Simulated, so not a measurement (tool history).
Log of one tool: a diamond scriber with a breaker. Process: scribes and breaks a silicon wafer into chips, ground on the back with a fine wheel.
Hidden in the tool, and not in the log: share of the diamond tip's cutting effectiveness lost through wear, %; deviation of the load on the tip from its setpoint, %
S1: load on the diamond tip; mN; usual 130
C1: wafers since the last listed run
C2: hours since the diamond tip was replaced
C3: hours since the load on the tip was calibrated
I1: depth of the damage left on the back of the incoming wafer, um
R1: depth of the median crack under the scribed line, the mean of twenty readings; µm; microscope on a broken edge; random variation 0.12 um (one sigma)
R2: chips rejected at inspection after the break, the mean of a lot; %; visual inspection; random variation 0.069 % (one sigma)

run	hour	S1	C1	C2	C3	I1	R1	R2
1	0.0	117	0	819.3	497.9	2.41	11.33	2.11
2	14.7	117	30	834.0	512.6	1.72	11.50	1.49
3	37.3	101	46	856.6	535.2	2.13	10.50	2.45
4	62.7	101	52	882.0	560.6	1.73	10.32	1.94
5	75.1	142	25	894.4	573.0	2.25	12.82	4.59
6	109.0	116	69	928.3	606.9	1.55	11.28	1.40
7	131.7	116	46	951.0	629.6	1.75	11.07	1.62
# hour 164.3: diamond tip replaced by a new one
8	167.1	162	68	2.8	665.0	2.68	13.81	8.79
9	249.5	167	169	85.2	747.4	2.60	14.12	9.47

Forecast run 10:
# hour 282.4: load on the tip recalibrated
10	344.8	149	191	180.5	62.4	1.61	?	?

Run 10 gave R1 12.07 µm, R2 2.68 %.
Without the tool's hidden state the same run would have given R1 11.80 µm, R2 2.17 %.
